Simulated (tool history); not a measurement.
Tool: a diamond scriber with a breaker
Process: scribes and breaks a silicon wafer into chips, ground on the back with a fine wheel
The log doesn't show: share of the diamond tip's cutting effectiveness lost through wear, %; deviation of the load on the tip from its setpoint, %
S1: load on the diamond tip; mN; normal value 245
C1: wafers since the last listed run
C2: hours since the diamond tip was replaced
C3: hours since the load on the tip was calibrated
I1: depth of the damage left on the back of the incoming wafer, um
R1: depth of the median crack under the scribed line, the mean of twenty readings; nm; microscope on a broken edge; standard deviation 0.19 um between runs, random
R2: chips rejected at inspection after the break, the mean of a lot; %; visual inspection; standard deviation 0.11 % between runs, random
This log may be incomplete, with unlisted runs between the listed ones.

run   hour   S1   C1     C2      C3    I1     R1    R2
  1    0.0  245    0   79.8   798.7  1.71  15520  2.45
  2   65.1  245  101  144.9   863.8  2.66  15530  2.72
  3   87.2  245   34  167.0   885.9  2.27  15590  2.63
  4  111.9  245   38  191.7   910.6  2.78  15780  2.64
  5  137.1  245   39  216.9   935.8  1.90  15180  2.36
  6  169.1  245   49  248.9   967.8  2.99  15700  3.25
  7  188.5  245   30  268.3   987.2  2.44  15690  2.67
  8  207.9  245   30  287.7  1006.6  2.12  15450  2.67
  9  243.8  245   55  323.6  1042.5  1.91  15470  2.41
 10  258.1  245   22  337.9  1056.8  2.22  15820  2.61
 11  285.3  245   42  365.1  1084.0  2.59  15570  2.91
 12  318.3  245   51  398.1  1117.0  2.92  15310  2.73
     325.7  -- diamond tip replaced by a new one
 13  348.7  245   44   23.0  1147.4  2.03  15650  2.35
 14  417.3  245  106   91.6  1216.0  2.73  15790  3.04
 15  430.4  245   20  104.7  1229.1  1.70  15630  2.53
 16  460.9  189   47  135.2  1259.6  1.86  13920  2.44
 17  490.2  245   45  164.5  1288.9  2.97  15870  3.24
 18  524.2  268   52  198.5  1322.9  1.57  16540  3.36
 19  540.1  219   24  214.4  1338.8  2.95  14680  2.64
 20  569.2  172   45  243.5  1367.9  1.85  13280  3.13
     605.9  -- load on the tip recalibrated
 21  637.3  245  103  311.6    31.4  2.13  14870  2.30
 22  654.2  175   26  328.5    48.3  2.36  12830  4.31
 23  668.6  272   22  342.9    62.7  2.54  15920  3.01

The next listed run, before its measurement:
     676.7  -- diamond tip replaced by a new one
 24  699.5  245  45  22.8  93.6  2.04   ?   ?

Run 24 gave R1 15090 nm, R2 2.31 %.
Minus the tool's unlogged condition, the same run would have read R1 14640 nm, R2 2.19 %.

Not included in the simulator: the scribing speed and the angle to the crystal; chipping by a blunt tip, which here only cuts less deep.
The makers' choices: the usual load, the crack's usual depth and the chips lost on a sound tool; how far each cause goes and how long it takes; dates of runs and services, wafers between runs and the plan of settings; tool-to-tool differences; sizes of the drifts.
